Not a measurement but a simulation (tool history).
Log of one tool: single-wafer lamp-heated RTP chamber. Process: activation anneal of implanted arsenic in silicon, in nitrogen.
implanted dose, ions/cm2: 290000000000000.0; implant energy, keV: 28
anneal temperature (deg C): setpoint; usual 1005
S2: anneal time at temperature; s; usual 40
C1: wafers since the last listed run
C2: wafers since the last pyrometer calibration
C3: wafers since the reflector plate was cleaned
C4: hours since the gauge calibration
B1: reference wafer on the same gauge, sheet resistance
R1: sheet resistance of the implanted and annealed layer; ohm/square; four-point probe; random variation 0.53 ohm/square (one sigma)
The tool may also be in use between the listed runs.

{"run": 1, "hour": 0.0, "anneal temperature (deg C)": 1016, "S2": 40, "C1": 0, "C2": 1904, "C3": 5540, "C4": 299, "B1": 286.98, "R1": 352.18}
{"run": 2, "hour": 21.8, "anneal temperature (deg C)": 1016, "S2": 40, "C1": 302, "C2": 2206, "C3": 5843, "C4": 320.8, "B1": 287.04, "R1": 352.13}
{"run": 3, "hour": 46.3, "anneal temperature (deg C)": 1005, "S2": 40, "C1": 339, "C2": 2546, "C3": 6182, "C4": 345.3, "B1": 286.99, "R1": 354.44}
{"run": 4, "hour": 66.7, "anneal temperature (deg C)": 1005, "S2": 55, "C1": 282, "C2": 2829, "C3": 6465, "C4": 365.7, "B1": 287.06, "R1": 351.95}
{"run": 5, "hour": 89.3, "anneal temperature (deg C)": 1005, "S2": 55, "C1": 313, "C2": 3142, "C3": 6778, "C4": 388.3, "B1": 287.08, "R1": 351.44}
{"run": 6, "hour": 114.3, "anneal temperature (deg C)": 1005, "S2": 55, "C1": 346, "C2": 3488, "C3": 7124, "C4": 413.3, "B1": 287.03, "R1": 351.22}
{"run": 7, "hour": 135.6, "anneal temperature (deg C)": 1005, "S2": 40, "C1": 295, "C2": 3783, "C3": 7420, "C4": 434.6, "B1": 286.99, "R1": 353.74}
{"run": 8, "hour": 147.8, "anneal temperature (deg C)": 1005, "S2": 40, "C1": 169, "C2": 3952, "C3": 7589, "C4": 446.8, "B1": 287.14, "R1": 353.84}
{"run": 9, "hour": 183.4, "anneal temperature (deg C)": 1005, "S2": 40, "C1": 493, "C2": 4446, "C3": 8082, "C4": 482.4, "B1": 286.83, "R1": 353}
{"run": 10, "hour": 197.1, "anneal temperature (deg C)": 1005, "S2": 22, "C1": 189, "C2": 4636, "C3": 8272, "C4": 496.1, "B1": 286.88, "R1": 357.2}
{"run": 11, "hour": 215.0, "anneal temperature (deg C)": 1005, "S2": 22, "C1": 248, "C2": 4884, "C3": 8520, "C4": 514, "B1": 286.8, "R1": 356.6}
{"run": 12, "hour": 234.1, "anneal temperature (deg C)": 1005, "S2": 40, "C1": 264, "C2": 5148, "C3": 8785, "C4": 533.1, "B1": 286.93, "R1": 353.44}
{"run": 13, "hour": 265.7, "anneal temperature (deg C)": 1005, "S2": 40, "C1": 437, "C2": 5586, "C3": 9222, "C4": 564.7, "B1": 287.12, "R1": 353.82}
{"run": 14, "hour": 284.7, "anneal temperature (deg C)": 988, "S2": 40, "C1": 263, "C2": 5850, "C3": 9486, "C4": 583.7, "B1": 286.85, "R1": 355.88}
{"run": 15, "hour": 310.9, "anneal temperature (deg C)": 1005, "S2": 40, "C1": 363, "C2": 6213, "C3": 9849, "C4": 609.9, "B1": 286.96, "R1": 353.27}
{"run": 16, "hour": 333.2, "anneal temperature (deg C)": 1005, "S2": 40, "C1": 309, "C2": 6522, "C3": 10158, "C4": 632.2, "B1": 287.09, "R1": 354.11}
{"run": 17, "hour": 353.8, "anneal temperature (deg C)": 1005, "S2": 40, "C1": 285, "C2": 6807, "C3": 10443, "C4": 652.8, "B1": 286.93, "R1": 353.66}
{"run": 18, "hour": 373.2, "anneal temperature (deg C)": 1005, "S2": 54, "C1": 268, "C2": 7076, "C3": 10712, "C4": 672.2, "B1": 287.13, "R1": 352.98}
{"hour": 389.9, "done": "reflector plate cleaned"}
{"run": 19, "hour": 406.0, "anneal temperature (deg C)": 994, "S2": 40, "C1": 343, "C2": 7420, "C3": 223, "C4": 705, "B1": 287.02, "R1": 354.74}
{"run": 20, "hour": 432.4, "anneal temperature (deg C)": 991, "S2": 53, "C1": 365, "C2": 7785, "C3": 589, "C4": 731.4, "B1": 286.97, "R1": 353.6}
{"run": 21, "hour": 493.0, "anneal temperature (deg C)": 1027, "S2": 40, "C1": 839, "C2": 8625, "C3": 1428, "C4": 792, "B1": 287.04, "R1": 350.81}
{"hour": 509.5, "done": "pyrometer window cleaned and pyrometer calibrated"}
{"run": 22, "hour": 521.4, "anneal temperature (deg C)": 989, "S2": 51, "C1": 282, "C2": 164, "C3": 1711, "C4": 820.4, "B1": 286.96, "R1": 354.14}
{"run": 23, "hour": 547.5, "anneal temperature (deg C)": 1005, "S2": 40, "C1": 361, "C2": 526, "C3": 2073, "C4": 846.5, "B1": 287.21, "R1": 353.56}
{"run": 24, "hour": 574.3, "anneal temperature (deg C)": 1005, "S2": 40, "C1": 371, "C2": 897, "C3": 2444, "C4": 873.3, "B1": 287.15, "R1": 353.56}
{"run": 25, "hour": 587.6, "anneal temperature (deg C)": 986, "S2": 26, "C1": 184, "C2": 1082, "C3": 2628, "C4": 886.6, "B1": 287.11, "R1": 357.64}
{"hour": 599.4, "done": "gauge calibrated"}
{"run": 26, "hour": 607.7, "anneal temperature (deg C)": 979, "S2": 40, "C1": 278, "C2": 1360, "C3": 2907, "C4": 8.3, "B1": 287.03, "R1": 357.62}
{"run": 27, "hour": 633.5, "anneal temperature (deg C)": 1005, "S2": 40, "C1": 357, "C2": 1718, "C3": 3265, "C4": 34.1, "B1": 286.97, "R1": 353.32}
{"run": 28, "hour": 702.9, "anneal temperature (deg C)": 1030, "S2": 40, "C1": 961, "C2": 2679, "C3": 4226, "C4": 103.5, "B1": 287.08, "R1": 349.7}
{"run": 29, "hour": 729.6, "anneal temperature (deg C)": 1017, "S2": 20, "C1": 370, "C2": 3049, "C3": 4596, "C4": 130.2, "B1": 286.93, "R1": 356.15}
{"run": 30, "hour": 759.3, "anneal temperature (deg C)": 990, "S2": 52, "C1": 411, "C2": 3461, "C3": 5008, "C4": 159.9, "B1": 286.99, "R1": 353.85}
{"run": 31, "hour": 782.9, "anneal temperature (deg C)": 1005, "S2": 40, "C1": 327, "C2": 3788, "C3": 5335, "C4": 183.5, "B1": 286.81, "R1": 353.07}
{"run": 32, "hour": 801.4, "anneal temperature (deg C)": 1029, "S2": 49, "C1": 256, "C2": 4044, "C3": 5591, "C4": 202, "B1": 287.02, "R1": 349.38}
{"run": 33, "hour": 818.7, "anneal temperature (deg C)": 978, "S2": 40, "C1": 239, "C2": 4284, "C3": 5831, "C4": 219.3, "B1": 286.92, "R1": 356.07}
{"run": 34, "hour": 833.1, "anneal temperature (deg C)": 1005, "S2": 40, "C1": 199, "C2": 4484, "C3": 6031, "C4": 233.7, "B1": 287.14, "R1": 353.88}
{"run": 35, "hour": 854.1, "anneal temperature (deg C)": 995, "S2": 56, "C1": 291, "C2": 4775, "C3": 6322, "C4": 254.7, "B1": 287.09, "R1": 352.64}
{"run": 36, "hour": 882.1, "anneal temperature (deg C)": 975, "S2": 40, "C1": 388, "C2": 5163, "C3": 6710, "C4": 282.7, "B1": 287.02, "R1": 357.43}
{"run": 37, "hour": 913.3, "anneal temperature (deg C)": 1005, "S2": 40, "C1": 432, "C2": 5595, "C3": 7142, "C4": 313.9, "B1": 287.01, "R1": 353.47}
{"run": 38, "hour": 941.8, "anneal temperature (deg C)": 980, "S2": 61, "C1": 394, "C2": 5990, "C3": 7537, "C4": 342.4, "B1": 286.92, "R1": 354.45}

What the log doesn't show, run by run:
true wafer temperature minus pyrometer reading, K: 0 in every run
wafer temperature error from the tarnished reflector plate, K: 0 in every run
gauge reads high (%): 0 in every run

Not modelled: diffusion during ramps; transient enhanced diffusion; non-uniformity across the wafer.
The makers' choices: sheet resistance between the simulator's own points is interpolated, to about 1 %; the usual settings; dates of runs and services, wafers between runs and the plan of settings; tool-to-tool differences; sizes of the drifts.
